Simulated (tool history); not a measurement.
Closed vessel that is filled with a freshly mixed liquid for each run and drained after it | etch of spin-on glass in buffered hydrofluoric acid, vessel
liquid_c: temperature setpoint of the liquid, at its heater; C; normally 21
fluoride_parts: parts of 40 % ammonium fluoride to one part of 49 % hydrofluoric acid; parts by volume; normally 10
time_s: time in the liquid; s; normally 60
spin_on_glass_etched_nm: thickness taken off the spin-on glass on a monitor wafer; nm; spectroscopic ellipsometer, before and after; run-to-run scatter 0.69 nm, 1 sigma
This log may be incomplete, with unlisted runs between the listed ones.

| run | hour | liquid_c | fluoride_parts | time_s | wafers since the last listed run | hours since the thermometer was replaced | hours since the hydrofluoric acid flow meter was replaced | hours since the gauge calibration | read-back film thickness of the spin-on glass reference wafer, read on the same gauge (nm) | spin_on_glass_etched_nm |
|---|---|---|---|---|---|---|---|---|---|---|
| 1 | 0 | 23 | 10 | 85 | 0 | 2450.1 | 2118.6 | 659.8 | 68.91 | 289.71 |
| 2 | 30.6 | 23 | 10 | 85 | 3475 | 2480.7 | 2149.2 | 690.4 | 68.93 | 289.25 |
| 3 | 59.6 | 23 | 10 | 85 | 3293 | 2509.7 | 2178.2 | 719.4 | 68.93 | 290.65 |
| 4 | 80.2 | 23.5 | 10 | 70 | 2339 | 2530.3 | 2198.8 | 740 | 68.9 | 244.02 |
| 5 | 93.9 | 21 | 10 | 60 | 1555 | 2544 | 2212.5 | 753.7 | 68.88 | 183.25 |
| 6 | 124.8 | 21 | 10 | 60 | 3509 | 2574.9 | 2243.4 | 784.6 | 68.85 | 183.58 |
| 7 | 148.2 | 21 | 10 | 60 | 2657 | 2598.3 | 2266.8 | 808 | 68.83 | 181.45 |
|  | 158.1 | gauge calibrated |
| 8 | 162 | 21 | 10 | 45 | 1567 | 2612.1 | 2280.6 | 3.9 | 70.02 | 140.83 |
| 9 | 182.3 | 21 | 10 | 45 | 2305 | 2632.4 | 2300.9 | 24.2 | 69.96 | 139.97 |
| 10 | 208.3 | 21 | 10 | 60 | 2952 | 2658.4 | 2326.9 | 50.2 | 69.86 | 185.11 |
| 11 | 223.9 | 23.5 | 10 | 60 | 1771 | 2674 | 2342.5 | 65.8 | 69.78 | 214.21 |
| 12 | 248.6 | 23.5 | 10 | 60 | 2805 | 2698.7 | 2367.2 | 90.5 | 69.68 | 212.42 |
| 13 | 271.6 | 21 | 10 | 60 | 2612 | 2721.7 | 2390.2 | 113.5 | 69.52 | 184.61 |
| 14 | 301.2 | 21 | 10 | 60 | 3361 | 2751.3 | 2419.8 | 143.1 | 69.45 | 185.93 |
| 15 | 324.8 | 21 | 10 | 45 | 2680 | 2774.9 | 2443.4 | 166.7 | 69.43 | 138.36 |
| 16 | 354.5 | 21 | 11.5 | 60 | 3372 | 2804.6 | 2473.1 | 196.4 | 69.29 | 161.07 |
| 17 | 373 | 21 | 6 | 45 | 2101 | 2823.1 | 2491.6 | 214.9 | 69.26 | 220.74 |
| 18 | 390.8 | 21 | 13.5 | 60 | 2021 | 2840.9 | 2509.4 | 232.7 | 69.16 | 136.61 |
| 19 | 405.7 | 21 | 10 | 60 | 1692 | 2855.8 | 2524.3 | 247.6 | 69.2 | 183.05 |
| 20 | 438.8 | 21 | 10 | 60 | 3759 | 2888.9 | 2557.4 | 280.7 | 69.14 | 184.08 |
| 21 | 469.5 | 17.5 | 12.5 | 60 | 3486 | 2919.6 | 2588.1 | 311.4 | 69.12 | 121.91 |
|  | 482.5 | hydrofluoric acid flow meter replaced |
| 22 | 484.6 | 21 | 10 | 60 | 1601 | 2934.7 | 2.1 | 326.5 | 69.05 | 183.13 |
| 23 | 500.5 | 21 | 10 | 60 | 1805 | 2950.6 | 18 | 342.4 | 69.03 | 183.68 |
|  | 509.5 | thermometer replaced |
| 24 | 527.1 | 24 | 6 | 45 | 2907 | 17.6 | 44.6 | 369 | 68.97 | 259.96 |
| 25 | 549.7 | 24.5 | 13 | 95 | 2566 | 40.2 | 67.2 | 391.6 | 69.03 | 271.93 |
| 26 | 562.2 | 24 | 10 | 80 | 1419 | 52.7 | 79.7 | 404.1 | 68.95 | 289.04 |
| 27 | 577.2 | 17 | 6.5 | 85 | 1703 | 67.7 | 94.7 | 419.1 | 68.94 | 309.94 |
| 28 | 590.3 | 21 | 9 | 60 | 1487 | 80.8 | 107.8 | 432.2 | 68.95 | 194.38 |
| 29 | 604.7 | 25 | 10 | 35 | 1635 | 95.2 | 122.2 | 446.6 | 68.89 | 131.74 |
| 30 | 620.4 | 21 | 8 | 60 | 1783 | 110.9 | 137.9 | 462.3 | 68.86 | 222.68 |
| 31 | 648.2 | 23 | 10 | 85 | 3157 | 138.7 | 165.7 | 490.1 | 68.86 | 289.65 |
| 32 | 667.5 | 21 | 10 | 60 | 2191 | 158 | 185 | 509.4 | 68.83 | 182.78 |
| 33 | 694.6 | 22.5 | 10 | 30 | 3077 | 185.1 | 212.1 | 536.5 | 68.84 | 99.1 |
| 34 | 730.2 | 21 | 10 | 60 | 4043 | 220.7 | 247.7 | 572.1 | 68.75 | 182.87 |

The same runs without the tool's hidden state, with the same run-to-run variation:
The hidden state here: liquid hotter than its thermometer reads (K); hydrofluoric acid flow below the setpoint (%); gauge reads high (%).
| run | spin_on_glass_etched_nm |
|---|---|
| 1 | 294.23 |
| 2 | 293.83 |
| 3 | 295.31 |
| 4 | 247.96 |
| 5 | 186.23 |
| 6 | 186.59 |
| 7 | 184.44 |
| 8 | 140.76 |
| 9 | 140.1 |
| 10 | 185.59 |
| 11 | 214.97 |
| 12 | 213.47 |
| 13 | 185.74 |
| 14 | 187.34 |
| 15 | 139.55 |
| 16 | 162.65 |
| 17 | 223.05 |
| 18 | 138.12 |
| 19 | 185.16 |
| 20 | 186.39 |
| 21 | 123.55 |
| 22 | 185.65 |
| 23 | 186.27 |
| 24 | 263.79 |
| 25 | 276.06 |
| 26 | 293.5 |
| 27 | 314.81 |
| 28 | 197.48 |
| 29 | 133.87 |
| 30 | 226.34 |
| 31 | 294.53 |
| 32 | 185.9 |
| 33 | 100.83 |
| 34 | 186.13 |
